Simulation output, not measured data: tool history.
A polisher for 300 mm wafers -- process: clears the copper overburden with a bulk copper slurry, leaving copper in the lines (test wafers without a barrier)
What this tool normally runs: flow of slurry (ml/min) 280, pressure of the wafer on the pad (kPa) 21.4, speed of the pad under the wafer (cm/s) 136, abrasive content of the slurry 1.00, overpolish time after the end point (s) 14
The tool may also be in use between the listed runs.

run   hour  flow of slurry (ml/min)  pressure of the wafer on the pad (kPa)  speed of the pad under the wafer (cm/s)  abrasive content of the slurry  overpolish time after the end point (s)  incoming thickness of the incoming film, nm  time until the end point was called (s)  dishing of a wide line in a test structure (nm)
  1    0.0                      280                                    21.4                                      136                            1.00                                       14                                        949.5                                     71.5                                            106.2
  2   17.4                      280                                    21.4                                      136                            1.00                                       14                                        950.4                                     70.9                                            105.2
  3   42.8                      280                                    21.4                                      136                            1.00                                       14                                        935.6                                     70.2                                            108.3
  4   60.8                      280                                    21.4                                      136                            1.00                                       14                                        943.5                                     67.5                                            106.6
  5   71.0                      280                                    21.4                                      136                            1.00                                       14                                        964.4                                     69.7                                            105.9
  6   77.1                      280                                    21.4                                      136                            1.00                                       14                                        958.8                                     68.8                                            108.2
  7   87.4                      280                                    21.4                                      110                            1.00                                       14                                        955.6                                     82.9                                             95.1
  8   97.9                      280                                    21.4                                      136                            1.00                                       19                                        944.0                                     68.6                                            126.3
  9  108.3                      280                                    21.4                                      136                            1.00                                       19                                        948.2                                     67.5                                            127.5
 10  115.3                      280                                    21.4                                      100                            1.00                                       14                                        944.8                                     91.2                                             88.8
 11  122.2                      280                                    19.3                                      136                            1.00                                       12                                        938.9                                     76.0                                             92.3
 12  133.9                      280                                    21.4                                      136                            0.90                                       14                                        950.5                                     68.1                                            105.3
 13  146.0                      280                                    13.8                                      136                            1.00                                        8                                        949.1                                    108.2                                             50.7
 14  160.7                      280                                    21.4                                      102                            0.90                                       16                                        953.0                                     93.4                                             96.6
 15  175.4                      280                                    21.4                                      136                            1.00                                       14                                        940.0                                     69.7                                            105.4
 16  183.6                      280                                    21.4                                      136                            1.00                                       14                                        955.2                                     68.4                                            107.0
 17  197.8                      280                                    19.3                                      136                            0.75                                       19                                        970.2                                     82.3                                            115.2
 18  212.6                      280                                    17.9                                      182                            0.85                                       11                                        964.8                                     66.0                                             95.7
 19  221.2                      280                                    21.4                                      116                            0.75                                       14                                        953.5                                     84.6                                             95.4

Put back what was entered between runs (5 entries, withheld): which listed runs does each sit between, and how does the hidden state differ from the listed run before to the listed run after?
From run 6 to run 7: worn pad replaced by a new one (hour 86.9)
  no difference in the tool's unlogged condition between these two runs
From run 12 to run 13: slurry blender recalibrated (hour 138.0)
  no difference in the tool's unlogged condition between these two runs
From run 13 to run 14: slurry nozzle cleaned (hour 148.0); head pressure recalibrated (hour 151.3)
  no difference in the tool's unlogged condition between these two runs
From run 17 to run 18: worn pad replaced by a new one (hour 212.1)
  no difference in the tool's unlogged condition between these two runs
